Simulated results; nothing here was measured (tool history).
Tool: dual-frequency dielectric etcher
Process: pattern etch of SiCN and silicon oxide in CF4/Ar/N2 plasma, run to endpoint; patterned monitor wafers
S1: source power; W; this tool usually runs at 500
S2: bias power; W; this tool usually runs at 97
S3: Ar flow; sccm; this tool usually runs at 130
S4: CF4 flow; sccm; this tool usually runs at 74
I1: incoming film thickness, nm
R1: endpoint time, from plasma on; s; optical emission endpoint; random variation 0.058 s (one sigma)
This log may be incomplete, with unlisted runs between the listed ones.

run 1 day=0.000 | S1=500 S2=97 S3=130 S4=83 | I1=13.82 | R1=12.9
run 2 day=1.075 | S1=500 S2=97 S3=130 S4=83 | I1=13.96 | R1=13.0
run 3 day=2.025 | S1=500 S2=97 S3=130 S4=83 | I1=13.76 | R1=12.8
run 4 day=3.075 | S1=500 S2=88 S3=142 S4=74 | I1=13.77 | R1=14.0
run 5 day=3.775 | S1=380 S2=84 S3=130 S4=74 | I1=13.74 | R1=17.8
run 6 day=5.067 | S1=500 S2=87 S3=120 S4=74 | I1=13.89 | R1=13.8
run 7 day=6.458 | S1=500 S2=97 S3=130 S4=74 | I1=13.78 | R1=13.0
run 8 day=7.738 | S1=500 S2=97 S3=110 S4=63 | I1=13.93 | R1=13.2
run 9 day=9.146 | S1=500 S2=97 S3=130 S4=74 | I1=13.79 | R1=12.8
run 10 day=10.321 | S1=500 S2=97 S3=130 S4=74 | I1=13.89 | R1=12.9
run 11 day=11.125 | S1=500 S2=77 S3=130 S4=58 | I1=13.59 | R1=15.5
run 12 day=11.533 | S1=600 S2=76 S3=151 S4=56 | I1=13.76 | R1=13.8
run 13 day=12.992 | S1=500 S2=109 S3=116 S4=74 | I1=13.71 | R1=11.7
run 14 day=13.700 | S1=470 S2=97 S3=130 S4=74 | I1=13.71 | R1=13.2
run 15 day=15.012 | S1=500 S2=109 S3=139 S4=74 | I1=13.73 | R1=12.5
run 16 day=15.796 | S1=500 S2=97 S3=130 S4=74 | I1=13.88 | R1=13.4
run 17 day=16.896 | S1=500 S2=97 S3=158 S4=74 | I1=13.69 | R1=13.4
run 18 day=18.046 | S1=500 S2=97 S3=130 S4=74 | I1=13.85 | R1=13.1
run 19 day=18.712 | S1=620 S2=97 S3=140 S4=74 | I1=13.81 | R1=11.0
run 20 day=19.842 | S1=570 S2=107 S3=130 S4=74 | I1=13.88 | R1=11.1
run 21 day=20.746 | S1=580 S2=97 S3=158 S4=56 | I1=13.92 | R1=12.6
run 22 day=22.233 | S1=500 S2=77 S3=119 S4=74 | I1=13.66 | R1=14.6
run 23 day=23.354 | S1=420 S2=103 S3=153 S4=79 | I1=13.97 | R1=14.7
run 24 day=24.062 | S1=500 S2=97 S3=144 S4=64 | I1=13.84 | R1=13.5
run 25 day=25.521 | S1=500 S2=103 S3=130 S4=74 | I1=13.96 | R1=12.6

Removed from this log: 5 entries logged between the listed runs. Between which two listed runs does each belong, and how does the tool's hidden state at the listed run before it compare with that at the listed run after it?
In the gap between runs 7 and 8: CF4 flow controller replaced (day 7.717)
  etch rate over this chamber's usual, %: 2.43 -> 2.82
  measured minus no-state result, R1: -0.3 -> -0.3 s
In the gap between runs 8 and 9: Ar flow controller replaced (day 8.938)
  etch rate over this chamber's usual, %: 2.82 -> 3.24
  measured minus no-state result, R1: -0.3 -> -0.5 s
In the gap between runs 10 and 11: source power generator calibrated (day 11.104)
  etch rate over this chamber's usual, %: 3.59 -> 3.83
  measured minus no-state result, R1: -0.5 -> -0.5 s
In the gap between runs 14 and 15: upper electrode replaced (day 14.758); wet clean of the chamber (day 14.804)
  etch rate over this chamber's usual, %: 4.61 -> 0.0439
  measured minus no-state result, R1: -0.7 -> +0.0 s
